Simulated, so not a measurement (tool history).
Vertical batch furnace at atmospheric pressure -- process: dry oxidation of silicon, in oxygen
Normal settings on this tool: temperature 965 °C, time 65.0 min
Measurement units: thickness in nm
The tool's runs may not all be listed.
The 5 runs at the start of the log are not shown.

run	hour	temperature	time	read-back reference wafer on the same gauge, thickness	thickness
6	186.3	978	57.5	32.31	41.98
7	220.2	965	41.5	32.30	30.84
8	240.4	965	41.5	32.33	30.84
9	263.2	965	65.0	32.27	41.01
# hour 266.4: gauge calibrated
10	293.8	965	65.0	32.29	41.10
11	318.0	965	65.0	32.27	40.94
# hour 367.1: thermocouples replaced and temperature profile calibrated
12	367.6	958	65.0	32.31	37.39
13	373.8	958	65.0	32.31	37.44
14	386.7	958	65.0	32.34	37.52
15	421.7	965	65.0	32.25	39.62
16	437.1	979	39.0	32.35	31.96
17	454.3	965	65.0	32.30	39.67
18	478.2	965	65.0	32.30	39.91
19	502.4	950	43.5	32.32	26.56
20	530.7	946	78.0	32.30	37.48
# hour 570.7: boat lift adjusted
21	571.2	942	88.5	32.29	39.18
22	582.2	979	39.0	32.28	32.20
23	602.5	965	79.0	32.33	45.43
24	623.3	942	84.0	32.28	37.97
# hour 663.0: gauge calibrated
25	722.5	952	83.0	32.31	41.93
26	752.3	965	65.0	32.33	40.09
27	770.9	980	94.0	32.30	57.63
28	803.0	965	65.0	32.27	40.12
29	839.0	965	65.0	32.29	40.08
30	856.3	948	54.5	32.33	30.43

Below are 5 alternative next runs, each starting from the tool's condition after run 30. Predict each:
A	861.4	965	65.0	?	?
B	861.4	980	38.5	?	?
C	861.4	965	36.5	?	?
D	861.4	984	37.0	?	?
E	861.4	949	41.0	?	?

run	read-back reference wafer on the same gauge, thickness	thickness
A	32.26	40.02
B	32.26	32.30
C	32.26	27.80
D	32.26	32.69
E	32.26	25.60
With the hidden condition removed and each run's random variation left untouched, the same runs would have given:
run	thickness
A	39.61
B	31.94
C	27.51
D	32.30
E	25.22

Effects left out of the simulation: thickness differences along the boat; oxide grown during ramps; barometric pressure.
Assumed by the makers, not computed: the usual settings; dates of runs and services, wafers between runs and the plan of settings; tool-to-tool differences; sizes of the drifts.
